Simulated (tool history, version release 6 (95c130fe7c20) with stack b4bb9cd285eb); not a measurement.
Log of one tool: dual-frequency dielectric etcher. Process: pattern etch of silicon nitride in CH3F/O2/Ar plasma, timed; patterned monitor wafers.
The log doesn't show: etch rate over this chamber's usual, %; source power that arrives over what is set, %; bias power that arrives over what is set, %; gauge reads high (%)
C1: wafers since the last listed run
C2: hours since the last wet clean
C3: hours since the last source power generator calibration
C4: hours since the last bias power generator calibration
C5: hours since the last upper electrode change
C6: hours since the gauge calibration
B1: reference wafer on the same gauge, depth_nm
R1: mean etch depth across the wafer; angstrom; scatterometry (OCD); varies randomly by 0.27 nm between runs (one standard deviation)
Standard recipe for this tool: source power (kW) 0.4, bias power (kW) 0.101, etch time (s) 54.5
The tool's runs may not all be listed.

{"run": 1, "hour": 0.0, "source power (kW)": 0.4, "bias power (kW)": 0.101, "etch time (s)": 41.5, "C1": 0, "C2": 439.3, "C3": 1355.9, "C4": 2761.7, "C5": 5453.1, "C6": 1569.3, "B1": 37.53, "R1": 337.7}
{"run": 2, "hour": 56.2, "source power (kW)": 0.4, "bias power (kW)": 0.101, "etch time (s)": 54.5, "C1": 435, "C2": 495.5, "C3": 1412.1, "C4": 2817.9, "C5": 5509.3, "C6": 1625.5, "B1": 37.62, "R1": 434.1}
{"hour": 128.3, "done": "wet clean of the chamber, repeated, since the last time left the tool worse"}
{"run": 3, "hour": 128.8, "source power (kW)": 0.4, "bias power (kW)": 0.101, "etch time (s)": 54.5, "C1": 376, "C2": 0.5, "C3": 1484.7, "C4": 2890.5, "C5": 5581.9, "C6": 1698.1, "B1": 37.57, "R1": 424.2}
{"run": 4, "hour": 170.2, "source power (kW)": 0.4, "bias power (kW)": 0.101, "etch time (s)": 54.5, "C1": 320, "C2": 41.9, "C3": 1526.1, "C4": 2931.9, "C5": 5623.3, "C6": 1739.5, "B1": 37.63, "R1": 427.2}
{"run": 5, "hour": 200.8, "source power (kW)": 0.4, "bias power (kW)": 0.101, "etch time (s)": 54.5, "C1": 237, "C2": 72.5, "C3": 1556.7, "C4": 2962.5, "C5": 5653.9, "C6": 1770.1, "B1": 37.53, "R1": 425}
{"hour": 216.2, "done": "gauge calibrated"}
{"run": 6, "hour": 268.6, "source power (kW)": 0.4, "bias power (kW)": 0.101, "etch time (s)": 54.5, "C1": 525, "C2": 140.3, "C3": 1624.5, "C4": 3030.3, "C5": 5721.7, "C6": 52.4, "B1": 37.57, "R1": 421.5}
{"run": 7, "hour": 327.0, "source power (kW)": 0.38, "bias power (kW)": 0.101, "etch time (s)": 54.5, "C1": 452, "C2": 198.7, "C3": 1682.9, "C4": 3088.7, "C5": 5780.1, "C6": 110.8, "B1": 37.58, "R1": 411.4}
{"run": 8, "hour": 366.8, "source power (kW)": 0.46, "bias power (kW)": 0.078, "etch time (s)": 64.5, "C1": 308, "C2": 238.5, "C3": 1722.7, "C4": 3128.5, "C5": 5819.9, "C6": 150.6, "B1": 37.68, "R1": 480.7}
{"hour": 425.7, "done": "source power generator calibrated"}
{"run": 9, "hour": 435.7, "source power (kW)": 0.4, "bias power (kW)": 0.118, "etch time (s)": 54.5, "C1": 502, "C2": 307.4, "C3": 10, "C4": 3197.4, "C5": 5888.8, "C6": 219.5, "B1": 37.52, "R1": 445.1}
{"run": 10, "hour": 480.1, "source power (kW)": 0.4, "bias power (kW)": 0.101, "etch time (s)": 41.5, "C1": 343, "C2": 351.8, "C3": 54.4, "C4": 3241.8, "C5": 5933.2, "C6": 263.9, "B1": 37.63, "R1": 314.4}
{"run": 11, "hour": 514.1, "source power (kW)": 0.4, "bias power (kW)": 0.101, "etch time (s)": 54.5, "C1": 263, "C2": 385.8, "C3": 88.4, "C4": 3275.8, "C5": 5967.2, "C6": 297.9, "B1": 37.64, "R1": 409}
{"run": 12, "hour": 580.1, "source power (kW)": 0.4, "bias power (kW)": 0.101, "etch time (s)": 54.5, "C1": 511, "C2": 451.8, "C3": 154.4, "C4": 3341.8, "C5": 6033.2, "C6": 363.9, "B1": 37.55, "R1": 412.1}
{"hour": 620.1, "done": "upper electrode replaced"}
{"hour": 729.9, "done": "wet clean of the chamber"}
{"run": 13, "hour": 765.4, "source power (kW)": 0.45, "bias power (kW)": 0.101, "etch time (s)": 54.5, "C1": 1063, "C2": 35.5, "C3": 339.7, "C4": 3527.1, "C5": 145.3, "C6": 549.2, "B1": 37.69, "R1": 449.2}
{"run": 14, "hour": 812.2, "source power (kW)": 0.4, "bias power (kW)": 0.101, "etch time (s)": 54.5, "C1": 362, "C2": 82.3, "C3": 386.5, "C4": 3573.9, "C5": 192.1, "C6": 596, "B1": 37.53, "R1": 427.1}
{"run": 15, "hour": 850.8, "source power (kW)": 0.43, "bias power (kW)": 0.122, "etch time (s)": 59, "C1": 299, "C2": 120.9, "C3": 425.1, "C4": 3612.5, "C5": 230.7, "C6": 634.6, "B1": 37.67, "R1": 510.2}
{"run": 16, "hour": 910.5, "source power (kW)": 0.43, "bias power (kW)": 0.101, "etch time (s)": 67.5, "C1": 462, "C2": 180.6, "C3": 484.8, "C4": 3672.2, "C5": 290.4, "C6": 694.3, "B1": 37.73, "R1": 542.4}
{"run": 17, "hour": 981.3, "source power (kW)": 0.4, "bias power (kW)": 0.101, "etch time (s)": 54.5, "C1": 548, "C2": 251.4, "C3": 555.6, "C4": 3743, "C5": 361.2, "C6": 765.1, "B1": 37.56, "R1": 422.5}
{"run": 18, "hour": 1039.5, "source power (kW)": 0.45, "bias power (kW)": 0.109, "etch time (s)": 62, "C1": 450, "C2": 309.6, "C3": 613.8, "C4": 3801.2, "C5": 419.4, "C6": 823.3, "B1": 37.64, "R1": 516.1}
{"run": 19, "hour": 1090.0, "source power (kW)": 0.43, "bias power (kW)": 0.091, "etch time (s)": 42, "C1": 391, "C2": 360.1, "C3": 664.3, "C4": 3851.7, "C5": 469.9, "C6": 873.8, "B1": 37.69, "R1": 317.7}
{"hour": 1115.9, "done": "bias power generator calibrated"}
{"run": 20, "hour": 1131.5, "source power (kW)": 0.36, "bias power (kW)": 0.12, "etch time (s)": 42, "C1": 290, "C2": 401.6, "C3": 705.8, "C4": 15.6, "C5": 511.4, "C6": 915.3, "B1": 37.46, "R1": 326.5}
{"run": 21, "hour": 1172.1, "source power (kW)": 0.43, "bias power (kW)": 0.12, "etch time (s)": 41, "C1": 314, "C2": 442.2, "C3": 746.4, "C4": 56.2, "C5": 552, "C6": 955.9, "B1": 37.62, "R1": 341.5}
{"hour": 1255.8, "done": "wet clean of the chamber"}
{"run": 22, "hour": 1337.3, "source power (kW)": 0.37, "bias power (kW)": 0.12, "etch time (s)": 68, "C1": 1093, "C2": 81.5, "C3": 911.6, "C4": 221.4, "C5": 717.2, "C6": 1121.1, "B1": 37.55, "R1": 550.6}
{"run": 23, "hour": 1384.6, "source power (kW)": 0.4, "bias power (kW)": 0.101, "etch time (s)": 71, "C1": 366, "C2": 128.8, "C3": 958.9, "C4": 268.7, "C5": 764.5, "C6": 1168.4, "B1": 37.52, "R1": 553}
{"run": 24, "hour": 1441.0, "source power (kW)": 0.36, "bias power (kW)": 0.12, "etch time (s)": 69.5, "C1": 436, "C2": 185.2, "C3": 1015.3, "C4": 325.1, "C5": 820.9, "C6": 1224.8, "B1": 37.6, "R1": 546.9}
{"run": 25, "hour": 1469.9, "source power (kW)": 0.35, "bias power (kW)": 0.123, "etch time (s)": 61, "C1": 223, "C2": 214.1, "C3": 1044.2, "C4": 354, "C5": 849.8, "C6": 1253.7, "B1": 37.6, "R1": 481.5}
{"run": 26, "hour": 1497.5, "source power (kW)": 0.31, "bias power (kW)": 0.111, "etch time (s)": 48.5, "C1": 213, "C2": 241.7, "C3": 1071.8, "C4": 381.6, "C5": 877.4, "C6": 1281.3, "B1": 37.74, "R1": 344.3}
{"run": 27, "hour": 1537.5, "source power (kW)": 0.35, "bias power (kW)": 0.116, "etch time (s)": 39.5, "C1": 309, "C2": 281.7, "C3": 1111.8, "C4": 421.6, "C5": 917.4, "C6": 1321.3, "B1": 37.61, "R1": 299.3}
{"run": 28, "hour": 1591.6, "source power (kW)": 0.4, "bias power (kW)": 0.118, "etch time (s)": 54.5, "C1": 419, "C2": 335.8, "C3": 1165.9, "C4": 475.7, "C5": 971.5, "C6": 1375.4, "B1": 37.64, "R1": 443.3}
{"run": 29, "hour": 1623.1, "source power (kW)": 0.45, "bias power (kW)": 0.109, "etch time (s)": 62, "C1": 244, "C2": 367.3, "C3": 1197.4, "C4": 507.2, "C5": 1003, "C6": 1406.9, "B1": 37.57, "R1": 509.2}
{"run": 30, "hour": 1662.8, "source power (kW)": 0.4, "bias power (kW)": 0.101, "etch time (s)": 64.5, "C1": 307, "C2": 407, "C3": 1237.1, "C4": 546.9, "C5": 1042.7, "C6": 1446.6, "B1": 37.47, "R1": 489.8}

The same runs without the tool's hidden state, with the same run-to-run variation:
run=1 R1=326
run=2 R1=420.9
run=3 R1=425.3
run=4 R1=429.7
run=5 R1=428.5
run=6 R1=427.2
run=7 R1=418.9
run=8 R1=491.1
run=9 R1=457.2
run=10 R1=324
run=11 R1=422.7
run=12 R1=428.2
run=13 R1=448.6
run=14 R1=428.1
run=15 R1=513
run=16 R1=547.9
run=17 R1=429.2
run=18 R1=526.7
run=19 R1=325.4
run=20 R1=335.6
run=21 R1=352.1
run=22 R1=555.1
run=23 R1=559.7
run=24 R1=555.9
run=25 R1=490.6
run=26 R1=351.5
run=27 R1=306.6
run=28 R1=456.1
run=29 R1=525.1
run=30 R1=506.7
